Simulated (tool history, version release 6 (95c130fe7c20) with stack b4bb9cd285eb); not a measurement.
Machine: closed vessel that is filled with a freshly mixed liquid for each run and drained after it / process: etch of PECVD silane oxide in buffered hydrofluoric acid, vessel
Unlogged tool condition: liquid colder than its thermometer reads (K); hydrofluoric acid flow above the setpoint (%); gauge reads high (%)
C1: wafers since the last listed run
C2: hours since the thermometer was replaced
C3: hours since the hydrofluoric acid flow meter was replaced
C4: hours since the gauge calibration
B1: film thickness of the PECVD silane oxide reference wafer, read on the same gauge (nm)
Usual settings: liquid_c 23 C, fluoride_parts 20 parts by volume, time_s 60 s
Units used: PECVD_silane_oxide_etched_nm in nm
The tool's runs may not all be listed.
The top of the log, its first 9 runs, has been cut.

Run 10, hour 397.8: usual settings; C1 3181; C2 151.2; C3 1650.7; C4 369.2; B1 99.99. Result: PECVD_silane_oxide_etched_nm 94.33 nm.
Run 11, hour 422.4: usual settings; C1 1613; C2 175.8; C3 1675.3; C4 393.8; B1 99.99. Result: PECVD_silane_oxide_etched_nm 95.06 nm.
Run 12, hour 450.2: usual settings but time_s 40 s; C1 1823; C2 203.6; C3 1703.1; C4 421.6; B1 100.01. Result: PECVD_silane_oxide_etched_nm 62.55 nm.
Run 13, hour 506.2: usual settings but time_s 40 s; C1 3673; C2 259.6; C3 1759.1; C4 477.6; B1 100.02. Result: PECVD_silane_oxide_etched_nm 62.8 nm.
Run 14, hour 602.3: usual settings; C1 6303; C2 355.7; C3 1855.2; C4 573.7; B1 100.01. Result: PECVD_silane_oxide_etched_nm 92.99 nm.
Run 15, hour 635.4: usual settings but time_s 80 s; C1 2171; C2 388.8; C3 1888.3; C4 606.8; B1 100.03. Result: PECVD_silane_oxide_etched_nm 122.26 nm.
Run 16, hour 696.6: usual settings; C1 4014; C2 450; C3 1949.5; C4 668; B1 100.01. Result: PECVD_silane_oxide_etched_nm 92.66 nm.
At hour 815.1: hydrofluoric acid flow meter replaced.
Run 17, hour 905.6: usual settings but liquid_c 27.5 C, fluoride_parts 14.5 parts by volume; C1 13643; C2 659; C3 90.5; C4 877; B1 99.98. Result: PECVD_silane_oxide_etched_nm 147.51 nm.
Run 18, hour 961.7: usual settings but liquid_c 19 C, fluoride_parts 27 parts by volume, time_s 40 s; C1 3679; C2 715.1; C3 146.6; C4 933.1; B1 100.02. Result: PECVD_silane_oxide_etched_nm 36.4 nm.
Run 19, hour 1028.4: usual settings; C1 4375; C2 781.8; C3 213.3; C4 999.8; B1 100.02. Result: PECVD_silane_oxide_etched_nm 82.97 nm.
Run 20, hour 1182.7: usual settings but liquid_c 18 C; C1 10121; C2 936.1; C3 367.6; C4 1154.1; B1 99.99. Result: PECVD_silane_oxide_etched_nm 63.14 nm.
At hour 1200.2: thermometer replaced.
Run 21, hour 1248.6: usual settings but fluoride_parts 12.5 parts by volume; C1 4257; C2 48.4; C3 433.5; C4 1220; B1 100.01. Result: PECVD_silane_oxide_etched_nm 147.22 nm.
Run 22, hour 1278.7: usual settings; C1 1974; C2 78.5; C3 463.6; C4 1250.1; B1 100.03. Result: PECVD_silane_oxide_etched_nm 95.08 nm.
At hour 1283: gauge calibrated.
Run 23, hour 1325.5: usual settings but liquid_c 18.5 C; C1 3069; C2 125.3; C3 510.4; C4 42.5; B1 100.01. Result: PECVD_silane_oxide_etched_nm 74.54 nm.
Run 24, hour 1363.4: usual settings but liquid_c 21.5 C, fluoride_parts 17 parts by volume, time_s 30 s; C1 2486; C2 163.2; C3 548.3; C4 80.4; B1 99.99. Result: PECVD_silane_oxide_etched_nm 50.56 nm.
Run 25, hour 1425.7: usual settings; C1 4086; C2 225.5; C3 610.6; C4 142.7; B1 100.01. Result: PECVD_silane_oxide_etched_nm 92.16 nm.
Run 26, hour 1480.9: usual settings but liquid_c 25.5 C, fluoride_parts 17 parts by volume, time_s 35 s; C1 3620; C2 280.7; C3 665.8; C4 197.9; B1 100. Result: PECVD_silane_oxide_etched_nm 71.79 nm.
Run 27, hour 1514.3: usual settings but liquid_c 21 C, fluoride_parts 27 parts by volume; C1 2190; C2 314.1; C3 699.2; C4 231.3; B1 99.99. Result: PECVD_silane_oxide_etched_nm 66.32 nm.
Run 28, hour 1554.3: usual settings but fluoride_parts 13 parts by volume, time_s 35 s; C1 2623; C2 354.1; C3 739.2; C4 271.3; B1 99.99. Result: PECVD_silane_oxide_etched_nm 80.35 nm.
Run 29, hour 1600.1: usual settings but liquid_c 24.5 C, fluoride_parts 16 parts by volume, time_s 70 s; C1 3004; C2 399.9; C3 785; C4 317.1; B1 99.96. Result: PECVD_silane_oxide_etched_nm 143.83 nm.
Run 30, hour 1658.2: usual settings but liquid_c 26.5 C; C1 3811; C2 458; C3 843.1; C4 375.2; B1 100.04. Result: PECVD_silane_oxide_etched_nm 110.97 nm.
Run 31, hour 1723.2: usual settings but fluoride_parts 24.5 parts by volume, time_s 80 s; C1 4263; C2 523; C3 908.1; C4 440.2; B1 100.01. Result: PECVD_silane_oxide_etched_nm 102.24 nm.

Alternative continuations, all from the tool just after run 31; predict every row:
Run A, hour 1723.9: usual settings but liquid_c 26 C; C1 45; C2 523.7; C3 908.8; C4 440.9; B1 ?. Result: PECVD_silane_oxide_etched_nm ?.
Run B, hour 1723.9: usual settings but liquid_c 21 C, fluoride_parts 22.5 parts by volume; C1 45; C2 523.7; C3 908.8; C4 440.9; B1 ?. Result: PECVD_silane_oxide_etched_nm ?.
Run C, hour 1723.9: usual settings but fluoride_parts 24.5 parts by volume, time_s 75 s; C1 45; C2 523.7; C3 908.8; C4 440.9; B1 ?. Result: PECVD_silane_oxide_etched_nm ?.
Run D, hour 1723.9: usual settings but liquid_c 18.5 C, time_s 45 s; C1 45; C2 523.7; C3 908.8; C4 440.9; B1 ?. Result: PECVD_silane_oxide_etched_nm ?.
Run E, hour 1723.9: usual settings but liquid_c 25 C, fluoride_parts 13.5 parts by volume, time_s 70 s; C1 45; C2 523.7; C3 908.8; C4 440.9; B1 ?. Result: PECVD_silane_oxide_etched_nm ?.

run      B1  PECVD_silane_oxide_etched_nm
  A  100.01                        105.62
  B  100.01                         73.22
  C  100.01                         96.53
  D  100.01                          52.1
  E  100.01                        171.72
What these runs would have given with no unlogged condition in the tool:
run  PECVD_silane_oxide_etched_nm
  A                        111.08
  B                         77.82
  C                        102.51
  D                            55
  E                        180.69

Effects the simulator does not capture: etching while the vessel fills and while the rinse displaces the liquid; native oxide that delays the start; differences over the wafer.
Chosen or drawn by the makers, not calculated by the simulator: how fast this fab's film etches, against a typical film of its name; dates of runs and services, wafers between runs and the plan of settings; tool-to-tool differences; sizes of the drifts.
